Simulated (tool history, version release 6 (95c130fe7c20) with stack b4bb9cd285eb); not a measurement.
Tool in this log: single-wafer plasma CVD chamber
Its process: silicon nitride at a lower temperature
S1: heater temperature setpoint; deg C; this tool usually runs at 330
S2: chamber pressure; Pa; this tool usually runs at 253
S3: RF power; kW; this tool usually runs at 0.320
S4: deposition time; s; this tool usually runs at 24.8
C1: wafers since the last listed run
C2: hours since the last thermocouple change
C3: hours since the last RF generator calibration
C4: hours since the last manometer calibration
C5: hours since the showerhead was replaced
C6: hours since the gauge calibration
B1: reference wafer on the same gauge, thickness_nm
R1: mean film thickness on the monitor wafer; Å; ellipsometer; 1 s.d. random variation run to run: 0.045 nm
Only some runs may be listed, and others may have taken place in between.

run     day   S1   S2     S3    S4    C1      C2      C3      C4      C5     C6      B1      R1
  1   0.000  330  253  0.320  24.8     0   605.7   750.3  2356.1  2417.6  365.3  31.297  293.96
  2   1.033  330  253  0.320  24.8   967   630.5   775.1  2380.9  2442.4  390.1  31.296  294.75
  3   2.233  330  253  0.320  24.8  1123   659.3   803.9  2409.7  2471.2  418.9  31.292  294.10
  4   2.783  330  237  0.320  24.8   514   672.5   817.1  2422.9  2484.4  432.1  31.291  289.74
  5   3.754  330  237  0.320  24.8   908   695.8   840.4  2446.2  2507.7  455.4  31.284  288.35
  6   5.146  330  237  0.320  24.8  1302   729.2   873.8  2479.6  2541.1  488.8  31.302  288.44
  7   6.638  326  253  0.320  25.8  1396   765.0   909.6  2515.4  2576.9  524.6  31.299  305.29
  8   7.267  324  253  0.320  24.8   588   780.1   924.7  2530.5  2592.0  539.7  31.291  292.38
  9   7.775  330  253  0.320  24.8   475   792.3   936.9  2542.7  2604.2  551.9  31.311  291.45
 10   8.900  330  253  0.320  24.8  1053   819.3   963.9  2569.7  2631.2  578.9  31.299  291.74
 11   9.483  330  253  0.320  24.8   546   833.3   977.9  2583.7  2645.2  592.9  31.299  292.16
 12  11.567  330  253  0.320  24.8  1950   883.3  1027.9  2633.7  2695.2  642.9  31.292  290.58
     12.762  -- capacitance manometer re-zeroed and calibrated
 13  13.042  330  253  0.320  24.8  1068   918.7  1063.3     6.7  2730.6  678.3  31.316  294.68
 14  14.392  330  253  0.320  24.8  1263   951.1  1095.7    39.1  2763.0  710.7  31.299  293.90
 15  15.146  330  253  0.320  24.8   705   969.2  1113.8    57.2  2781.1  728.8  31.290  294.21
 16  16.629  342  193  0.355  27.7  1388  1004.8  1149.4    92.8  2816.7  764.4  31.305  337.09
 17  17.788  330  283  0.320  24.8  1084  1032.6  1177.2   120.6  2844.5  792.2  31.305  300.43
     18.833  -- gauge calibrated
 18  18.888  330  237  0.320  24.8  1029  1059.0  1203.6   147.0  2870.9    1.3  31.304  288.19
     19.271  -- showerhead replaced
 19  19.621  324  253  0.300  24.8   374  1076.6  1221.2   164.6     8.4   18.9  31.297  273.69
 20  20.642  330  253  0.320  24.8   955  1101.1  1245.7   189.1    32.9   43.4  31.299  291.74
     24.079  -- thermocouple changed; heater temperature recalibrated
     25.033  -- RF generator calibrated
 21  25.054  335  204  0.320  24.8  3506    23.4     0.5   295.0   138.8  149.3  31.301  284.83
 22  25.758  338  296  0.260  21.5   659    40.3    17.4   311.9   155.7  166.2  31.300  215.38
 23  26.442  334  200  0.320  29.6   639    56.7    33.8   328.3   172.1  182.6  31.303  338.53
 24  27.908  330  253  0.320  24.8  1372    91.9    69.0   363.5   207.3  217.8  31.300  299.25
 25  29.354  330  253  0.320  20.0  1353   126.6   103.7   398.2   242.0  252.5  31.302  242.18
 26  30.279  330  253  0.285  28.3   865   148.8   125.9   420.4   264.2  274.7  31.289  304.22
 27  31.517  330  212  0.320  23.3  1158   178.5   155.6   450.1   293.9  304.4  31.294  269.83
 28  32.350  330  253  0.320  24.8   780   198.5   175.6   470.1   313.9  324.4  31.302  300.18
 29  33.608  334  253  0.320  24.8  1177   228.7   205.8   500.3   344.1  354.6  31.285  298.69

Run-by-run hidden state of the tool:
wafer temperature above the value expected at the setpoint (K): 0 at every run
gauge reads high (%): 0 at every run
H1: delivered RF power above the setpoint (%)
H2: true pressure above the setpoint (%)
run       H1      H2
  1    -1.07   -4.62
  2    -1.14   -4.74
  3    -1.22   -4.89
  4    -1.26   -4.95
  5    -1.33   -5.07
  6    -1.43   -5.24
  7    -1.55   -5.43
  8     -1.6   -5.51
  9    -1.64   -5.57
 10    -1.74   -5.71
 11    -1.79   -5.79
 12    -1.97   -6.06
 13    -2.11  -0.801
 14    -2.23  -0.802
 15    -2.31  -0.804
 16    -2.45  -0.809
 17    -2.57  -0.816
 18    -2.69  -0.823
 19    -2.77  -0.829
 20    -2.88  -0.838
 21  -0.0577  -0.891
 22  -0.0583  -0.901
 23  -0.0598  -0.912
 24  -0.0665  -0.937
 25  -0.0774  -0.965
 26  -0.0868  -0.984
 27   -0.102   -1.01
 28   -0.114   -1.03
 29   -0.135   -1.06

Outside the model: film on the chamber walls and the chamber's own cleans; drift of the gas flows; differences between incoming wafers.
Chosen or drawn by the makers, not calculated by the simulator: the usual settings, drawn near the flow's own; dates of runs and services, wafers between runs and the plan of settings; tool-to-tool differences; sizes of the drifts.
